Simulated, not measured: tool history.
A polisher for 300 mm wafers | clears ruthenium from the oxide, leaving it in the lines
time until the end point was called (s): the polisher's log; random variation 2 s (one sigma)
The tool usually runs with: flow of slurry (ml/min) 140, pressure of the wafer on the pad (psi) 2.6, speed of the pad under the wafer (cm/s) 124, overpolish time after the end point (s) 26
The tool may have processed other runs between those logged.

run,day,flow of slurry (ml/min),pressure of the wafer on the pad (psi),speed of the pad under the wafer (cm/s),overpolish time after the end point (s),"incoming thickness of the incoming film, nm",time until the end point was called (s)
1,0,140,3,124,26,192.1,98.9
2,2.854,140,3,124,26,191.2,101.4
# day 4.404: worn pad replaced by a new one
3,5.021,140,3,124,26,189.6,98.5
4,6.221,140,2.6,124,26,191.3,113.5
5,8.708,140,2.6,124,26,189.7,112.8
6,10.375,140,2.6,124,26,188.1,113.5
# day 11.342: worn pad replaced by a new one
7,13.192,140,2.6,124,26,190.5,115.3
8,15.488,140,2.6,124,26,190.6,114.9
# day 16.238: head pressure recalibrated
9,17.829,140,2.6,124,26,190.4,115.9
10,19.333,180,3,124,26,190.3,100.5
# day 19.721: worn pad replaced by a new one
11,21.421,140,3.1,98,26,191.4,128.4
12,22.85,140,2.6,124,26,187,117.3
13,24.104,140,2.6,124,26,186.2,114.9
14,26.404,140,2.6,124,26,187.6,117.4
# day 27.146: worn pad replaced by a new one
# day 28.904: slurry nozzle cleaned
15,28.971,160,3.1,82,11,189.5,144

Run 16 has not been measured yet. What should we expect?
16,30.075,165,2.6,124,36,190.5,?

Run 16 produced time until the end point was called (s) 106.2.
On a tool with no hidden condition, and with the same random variation, this run would have come out at time until the end point was called (s) 105.5.
